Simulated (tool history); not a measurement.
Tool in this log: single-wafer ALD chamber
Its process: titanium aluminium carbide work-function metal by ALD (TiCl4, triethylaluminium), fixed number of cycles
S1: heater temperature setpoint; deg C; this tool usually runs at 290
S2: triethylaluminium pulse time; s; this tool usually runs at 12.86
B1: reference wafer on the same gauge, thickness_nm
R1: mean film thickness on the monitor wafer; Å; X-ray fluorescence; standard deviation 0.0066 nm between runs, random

Run 1, hour 0: usual settings; B1 2.42. Result: R1 20.16 Å.
Run 2, hour 10.3: usual settings but S1 287 deg C, S2 16.87 s; B1 2.422. Result: R1 20.48 Å.
Run 3, hour 20.1: usual settings; B1 2.42. Result: R1 20.12 Å.
Run 4, hour 33.4: usual settings; B1 2.421. Result: R1 20.15 Å.
Run 5, hour 48.1: usual settings; B1 2.418. Result: R1 20.22 Å.
Run 6, hour 55: usual settings; B1 2.42. Result: R1 20.07 Å.
Run 7, hour 63.5: usual settings; B1 2.42. Result: R1 20.03 Å.
Run 8, hour 81.1: usual settings; B1 2.419. Result: R1 20.11 Å.
At hour 91.5: triethylaluminium bottle replaced.
At hour 98.1: showerhead replaced.
Run 9, hour 98.6: usual settings but S2 9.11 s; B1 2.419. Result: R1 16.7 Å.
Run 10, hour 99: usual settings but S2 9.11 s; B1 2.42. Result: R1 16.8 Å.
At hour 100.5: gauge calibrated.
Run 11, hour 113.8: usual settings but S1 283 deg C; B1 2.422. Result: R1 18.35 Å.
Run 12, hour 131.1: usual settings; B1 2.42. Result: R1 18.95 Å.
At hour 144.1: triethylaluminium bottle replaced, repeated, since the last time left the tool worse.
Run 13, hour 144.6: usual settings but S1 301 deg C, S2 8.51 s; B1 2.419. Result: R1 20.82 Å.
At hour 156.1: thermocouple changed; heater temperature recalibrated.
Run 14, hour 156.6: usual settings but S1 298 deg C, S2 9.33 s; B1 2.42. Result: R1 20.95 Å.
Run 15, hour 164.2: usual settings; B1 2.42. Result: R1 20.81 Å.
Run 16, hour 177.7: usual settings; B1 2.419. Result: R1 20.78 Å.
Run 17, hour 187.4: usual settings but S1 278 deg C, S2 11.35 s; B1 2.419. Result: R1 19.52 Å.
Run 18, hour 200.1: usual settings but S1 284 deg C, S2 16.66 s; B1 2.421. Result: R1 20.25 Å.
Run 19, hour 215.6: usual settings but S1 280 deg C, S2 15.24 s; B1 2.419. Result: R1 19.96 Å.
Run 20, hour 227.7: usual settings; B1 2.42. Result: R1 20.8 Å.
Run 21, hour 244: usual settings but S1 275 deg C, S2 17.44 s; B1 2.419. Result: R1 19.49 Å.
Run 22, hour 250.5: usual settings but S1 278 deg C, S2 17.86 s; B1 2.42. Result: R1 19.88 Å.
Run 23, hour 264.9: usual settings; B1 2.421. Result: R1 20.73 Å.
Run 24, hour 271.7: usual settings but S1 275 deg C, S2 10.51 s; B1 2.42. Result: R1 18.78 Å.
Run 25, hour 282.9: usual settings but S1 296 deg C, S2 11.24 s; B1 2.419. Result: R1 21.05 Å.

List, for all runs, the conditions of the tool that the log does not record:
wafer temperature above the value expected at the setpoint (K): 0 on each run
gauge reads high (%): 0 on each run
H1: triethylaluminium dose above that of a fresh bottle (%)
run      H1
  1   -25.7
  2   -25.9
  3   -26.1
  4   -26.5
  5   -26.8
  6     -27
  7   -27.2
  8   -27.6
  9   -44.4
 10   -44.4
 11   -44.8
 12   -45.2
 13  -0.258
 14  -0.553
 15   -0.74
 16   -1.07
 17   -1.31
 18   -1.62
 19      -2
 20    -2.3
 21    -2.7
 22   -2.86
 23   -3.22
 24   -3.38
 25   -3.66
